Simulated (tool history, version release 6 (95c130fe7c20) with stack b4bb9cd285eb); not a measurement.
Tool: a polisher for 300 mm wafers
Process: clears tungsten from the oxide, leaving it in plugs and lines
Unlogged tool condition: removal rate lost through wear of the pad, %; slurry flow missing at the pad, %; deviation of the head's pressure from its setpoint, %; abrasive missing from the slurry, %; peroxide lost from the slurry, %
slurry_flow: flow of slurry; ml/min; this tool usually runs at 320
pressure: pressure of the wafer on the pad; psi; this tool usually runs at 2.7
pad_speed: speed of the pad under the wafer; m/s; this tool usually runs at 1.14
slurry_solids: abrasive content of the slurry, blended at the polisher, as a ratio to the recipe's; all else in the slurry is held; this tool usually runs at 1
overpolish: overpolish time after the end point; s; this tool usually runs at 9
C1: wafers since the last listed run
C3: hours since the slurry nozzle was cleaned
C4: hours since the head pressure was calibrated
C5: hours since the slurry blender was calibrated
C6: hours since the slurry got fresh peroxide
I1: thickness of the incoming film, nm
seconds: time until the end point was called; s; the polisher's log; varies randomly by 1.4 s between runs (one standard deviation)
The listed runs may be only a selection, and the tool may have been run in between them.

{"run": 1, "hour": 0.0, "slurry_flow": 320, "pressure": 2.7, "pad_speed": 1.14, "slurry_solids": 1, "overpolish": 9, "C1": 0, "wafers polished on this pad": 439, "C3": 792.8, "C4": 987.1, "C5": 0.6, "C6": 40.6, "I1": 473.6, "seconds": 115.5}
{"run": 2, "hour": 12.9, "slurry_flow": 320, "pressure": 2.7, "pad_speed": 1.14, "slurry_solids": 1, "overpolish": 9, "C1": 60, "wafers polished on this pad": 499, "C3": 805.7, "C4": 1000, "C5": 13.5, "C6": 53.5, "I1": 483.7, "seconds": 118.3}
{"run": 3, "hour": 23.4, "slurry_flow": 320, "pressure": 2.7, "pad_speed": 1.14, "slurry_solids": 1, "overpolish": 9, "C1": 48, "wafers polished on this pad": 548, "C3": 816.2, "C4": 1010.5, "C5": 24, "C6": 64, "I1": 480, "seconds": 118.3}
{"run": 4, "hour": 34.6, "slurry_flow": 320, "pressure": 2.7, "pad_speed": 1.14, "slurry_solids": 1, "overpolish": 11, "C1": 52, "wafers polished on this pad": 600, "C3": 827.4, "C4": 1021.7, "C5": 35.2, "C6": 75.2, "I1": 470.8, "seconds": 117.6}
{"run": 5, "hour": 42.9, "slurry_flow": 320, "pressure": 2.7, "pad_speed": 1.14, "slurry_solids": 1, "overpolish": 11, "C1": 38, "wafers polished on this pad": 639, "C3": 835.7, "C4": 1030, "C5": 43.5, "C6": 83.5, "I1": 479.5, "seconds": 120.4}
{"run": 6, "hour": 59.6, "slurry_flow": 320, "pressure": 2.7, "pad_speed": 1.14, "slurry_solids": 1, "overpolish": 11, "C1": 77, "wafers polished on this pad": 716, "C3": 852.4, "C4": 1046.7, "C5": 60.2, "C6": 100.2, "I1": 481, "seconds": 122.5}
{"run": 7, "hour": 74.6, "slurry_flow": 320, "pressure": 2.7, "pad_speed": 1.14, "slurry_solids": 1.15, "overpolish": 9, "C1": 69, "wafers polished on this pad": 786, "C3": 867.4, "C4": 1061.7, "C5": 75.2, "C6": 115.2, "I1": 484.7, "seconds": 120.7}
{"run": 8, "hour": 81.6, "slurry_flow": 320, "pressure": 2.7, "pad_speed": 1.14, "slurry_solids": 1.15, "overpolish": 9, "C1": 32, "wafers polished on this pad": 819, "C3": 874.4, "C4": 1068.7, "C5": 82.2, "C6": 122.2, "I1": 487.5, "seconds": 122.2}
{"hour": 87.7, "done": "slurry nozzle cleaned"}
{"hour": 88.5, "done": "head pressure recalibrated"}
{"run": 9, "hour": 96.6, "slurry_flow": 320, "pressure": 2.7, "pad_speed": 1.14, "slurry_solids": 1, "overpolish": 9, "C1": 61, "wafers polished on this pad": 880, "C3": 8.9, "C4": 8.1, "C5": 97.2, "C6": 137.2, "I1": 477.6, "seconds": 125.5}
{"run": 10, "hour": 110.5, "slurry_flow": 320, "pressure": 2.7, "pad_speed": 1.4, "slurry_solids": 1, "overpolish": 7, "C1": 64, "wafers polished on this pad": 945, "C3": 22.8, "C4": 22, "C5": 111.1, "C6": 151.1, "I1": 480.2, "seconds": 103.2}
{"run": 11, "hour": 119.4, "slurry_flow": 320, "pressure": 2.7, "pad_speed": 1.14, "slurry_solids": 1.15, "overpolish": 9, "C1": 41, "wafers polished on this pad": 986, "C3": 31.7, "C4": 30.9, "C5": 120, "C6": 160, "I1": 478.4, "seconds": 123}
{"run": 12, "hour": 136.4, "slurry_flow": 320, "pressure": 2.7, "pad_speed": 1.14, "slurry_solids": 1, "overpolish": 11, "C1": 79, "wafers polished on this pad": 1066, "C3": 48.7, "C4": 47.9, "C5": 137, "C6": 177, "I1": 489.6, "seconds": 135.2}
{"hour": 145.0, "done": "slurry tank refilled with fresh slurry and peroxide"}
{"run": 13, "hour": 150.7, "slurry_flow": 410, "pressure": 2.4, "pad_speed": 1.14, "slurry_solids": 0.9, "overpolish": 9, "C1": 61, "wafers polished on this pad": 1128, "C3": 63, "C4": 62.2, "C5": 151.3, "C6": 5.7, "I1": 484, "seconds": 154.3}
{"hour": 156.7, "done": "slurry blender recalibrated"}
{"hour": 161.1, "done": "worn pad replaced by a new one"}
{"run": 14, "hour": 161.6, "slurry_flow": 320, "pressure": 2.7, "pad_speed": 1.14, "slurry_solids": 1, "overpolish": 12, "C1": 22, "wafers polished on this pad": 2, "C3": 73.9, "C4": 73.1, "C5": 4.9, "C6": 16.6, "I1": 481.6, "seconds": 120.3}
{"run": 15, "hour": 166.2, "slurry_flow": 320, "pressure": 2.7, "pad_speed": 0.88, "slurry_solids": 1, "overpolish": 9, "C1": 21, "wafers polished on this pad": 23, "C3": 78.5, "C4": 77.7, "C5": 9.5, "C6": 21.2, "I1": 478.4, "seconds": 152.3}
{"run": 16, "hour": 176.1, "slurry_flow": 320, "pressure": 2.7, "pad_speed": 0.76, "slurry_solids": 0.75, "overpolish": 9, "C1": 46, "wafers polished on this pad": 70, "C3": 88.4, "C4": 87.6, "C5": 19.4, "C6": 31.1, "I1": 488.2, "seconds": 191.5}
{"run": 17, "hour": 190.8, "slurry_flow": 350, "pressure": 3.1, "pad_speed": 1.14, "slurry_solids": 1.1, "overpolish": 5, "C1": 68, "wafers polished on this pad": 138, "C3": 103.1, "C4": 102.3, "C5": 34.1, "C6": 45.8, "I1": 484.9, "seconds": 102.4}
{"run": 18, "hour": 207.1, "slurry_flow": 215, "pressure": 3.6, "pad_speed": 1.5, "slurry_solids": 1, "overpolish": 14, "C1": 75, "wafers polished on this pad": 214, "C3": 119.4, "C4": 118.6, "C5": 50.4, "C6": 62.1, "I1": 481.5, "seconds": 71.9}

Branching from run 18: 5 alternative next runs. What would each branch give?
{"run": "A", "hour": 207.6, "slurry_flow": 320, "pressure": 2.7, "pad_speed": 1.14, "slurry_solids": 1, "overpolish": 9, "C1": 2, "wafers polished on this pad": 216, "C3": 119.9, "C4": 119.1, "C5": 50.9, "C6": 62.6, "I1": 477.3, "seconds": "?"}
{"run": "B", "hour": 207.6, "slurry_flow": 290, "pressure": 3.3, "pad_speed": 0.88, "slurry_solids": 0.75, "overpolish": 9, "C1": 2, "wafers polished on this pad": 216, "C3": 119.9, "C4": 119.1, "C5": 50.9, "C6": 62.6, "I1": 477.3, "seconds": "?"}
{"run": "C", "hour": 207.6, "slurry_flow": 400, "pressure": 2.7, "pad_speed": 1.14, "slurry_solids": 1, "overpolish": 11, "C1": 2, "wafers polished on this pad": 216, "C3": 119.9, "C4": 119.1, "C5": 50.9, "C6": 62.6, "I1": 477.3, "seconds": "?"}
{"run": "D", "hour": 207.6, "slurry_flow": 320, "pressure": 2.2, "pad_speed": 1.48, "slurry_solids": 0.75, "overpolish": 12, "C1": 2, "wafers polished on this pad": 216, "C3": 119.9, "C4": 119.1, "C5": 50.9, "C6": 62.6, "I1": 477.3, "seconds": "?"}
{"run": "E", "hour": 207.6, "slurry_flow": 215, "pressure": 3.5, "pad_speed": 1, "slurry_solids": 0.7, "overpolish": 9, "C1": 2, "wafers polished on this pad": 216, "C3": 119.9, "C4": 119.1, "C5": 50.9, "C6": 62.6, "I1": 477.3, "seconds": "?"}

run=A seconds=121.7
run=B seconds=138.9
run=C seconds=120
run=D seconds=127.2
run=E seconds=121.9
What these runs would have given with no unlogged condition in the tool:
run=A seconds=115
run=B seconds=131.5
run=C seconds=113.4
run=D seconds=120.5
run=E seconds=115.5
